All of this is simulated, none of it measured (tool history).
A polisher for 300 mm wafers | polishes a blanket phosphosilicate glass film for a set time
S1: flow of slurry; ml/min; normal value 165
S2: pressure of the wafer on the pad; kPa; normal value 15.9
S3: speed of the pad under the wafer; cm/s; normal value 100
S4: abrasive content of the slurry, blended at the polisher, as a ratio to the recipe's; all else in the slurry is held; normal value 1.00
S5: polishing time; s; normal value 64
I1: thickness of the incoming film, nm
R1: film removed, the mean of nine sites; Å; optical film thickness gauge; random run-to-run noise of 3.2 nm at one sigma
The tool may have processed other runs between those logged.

run 1 day=0.000 | S1=165 S2=15.9 S3=100 S4=1.00 S5=64 | I1=4324.8 | R1=3847
run 2 day=0.338 | S1=165 S2=15.9 S3=100 S4=1.00 S5=64 | I1=4228.8 | R1=3924
run 3 day=0.754 | S1=165 S2=13.8 S3=100 S4=1.00 S5=64 | I1=4272.2 | R1=3481
-- day=1.488 slurry blender recalibrated
run 4 day=1.508 | S1=165 S2=13.8 S3=100 S4=1.00 S5=64 | I1=4237.2 | R1=3541
-- day=1.867 worn pad replaced by a new one, of another model than before
run 5 day=2.012 | S1=165 S2=13.8 S3=100 S4=1.00 S5=64 | I1=4252.2 | R1=3617
run 6 day=2.483 | S1=165 S2=15.9 S3=100 S4=0.90 S5=64 | I1=4339.1 | R1=3783
run 7 day=2.804 | S1=165 S2=15.9 S3=100 S4=0.90 S5=64 | I1=4265.1 | R1=3797
run 8 day=3.333 | S1=165 S2=15.9 S3=100 S4=1.00 S5=64 | I1=4251.0 | R1=3983
run 9 day=3.629 | S1=165 S2=15.9 S3=100 S4=1.00 S5=64 | I1=4217.3 | R1=4002
-- day=4.283 head pressure recalibrated
run 10 day=4.296 | S1=165 S2=15.9 S3=100 S4=1.00 S5=64 | I1=4200.3 | R1=3810
-- day=4.542 conditioning disc replaced and pad reconditioned
run 11 day=4.712 | S1=165 S2=12.4 S3=100 S4=1.00 S5=64 | I1=4267.2 | R1=3312
-- day=5.704 slurry blender recalibrated
-- day=6.342 worn pad replaced by a new one
run 12 day=6.754 | S1=165 S2=15.9 S3=84 S4=1.00 S5=73 | I1=4349.1 | R1=3985
-- day=7.004 slurry nozzle cleaned
run 13 day=7.221 | S1=140 S2=15.9 S3=100 S4=0.85 S5=47 | I1=4300.5 | R1=2616
run 14 day=7.750 | S1=130 S2=13.8 S3=118 S4=0.75 S5=64 | I1=4306.1 | R1=3287
run 15 day=8.321 | S1=120 S2=15.9 S3=100 S4=0.85 S5=64 | I1=4260.3 | R1=3502
run 16 day=8.833 | S1=165 S2=15.9 S3=100 S4=1.00 S5=64 | I1=4255.5 | R1=3890
-- day=9.521 slurry blender recalibrated
-- day=10.125 worn pad replaced by a new one
run 17 day=10.562 | S1=120 S2=15.9 S3=114 S4=1.00 S5=64 | I1=4297.1 | R1=4075
run 18 day=11.762 | S1=195 S2=20.7 S3=84 S4=1.00 S5=70 | I1=4299.6 | R1=4701
run 19 day=12.317 | S1=165 S2=15.9 S3=126 S4=1.00 S5=50 | I1=4238.3 | R1=3510
run 20 day=12.917 | S1=165 S2=15.9 S3=100 S4=1.00 S5=64 | I1=4268.0 | R1=4005
run 21 day=13.258 | S1=165 S2=11.0 S3=132 S4=1.00 S5=64 | I1=4239.1 | R1=3714
-- day=13.788 slurry blender recalibrated
run 22 day=13.808 | S1=165 S2=10.3 S3=100 S4=1.00 S5=64 | I1=4185.8 | R1=3034
run 23 day=14.246 | S1=165 S2=15.9 S3=100 S4=1.00 S5=64 | I1=4244.9 | R1=3974
-- day=14.921 worn pad replaced by a new one
run 24 day=14.942 | S1=165 S2=13.8 S3=68 S4=1.00 S5=64 | I1=4316.8 | R1=2939
-- day=15.167 conditioning disc replaced and pad reconditioned
run 25 day=15.188 | S1=165 S2=15.9 S3=100 S4=1.10 S5=64 | I1=4196.2 | R1=4154
run 26 day=15.575 | S1=120 S2=15.9 S3=100 S4=1.00 S5=55 | I1=4261.2 | R1=3368

Below, some changes in R1 between adjacent runs. For each, the amount present without the hidden state too (settings, incoming material, random variation) and the amount remaining for the hidden state with gauge scatter not shared by both compared results:
The tool's hidden condition here consists of: removal rate lost through wear of the pad, %; slurry flow missing at the pad, %; deviation of the head's pressure from its setpoint, %; abrasive missing from the slurry, %; time polished since the conditioner stopped cutting, s.
Run 9 -> 10: head pressure recalibrated. R1 -192 Å: hidden state -129, all else -63.
Run 12 -> 13: S1 165 -> 140, S3 84 -> 100, S4 1.00 -> 0.85, S5 73 -> 47, slurry nozzle cleaned. R1 -1369 Å: hidden state -5, all else -1364.
Run 24 -> 25: S2 13.8 -> 15.9, S3 68 -> 100, S4 1.00 -> 1.10, conditioning disc replaced and pad reconditioned. R1 +1215 Å: hidden state +50, all else +1165.
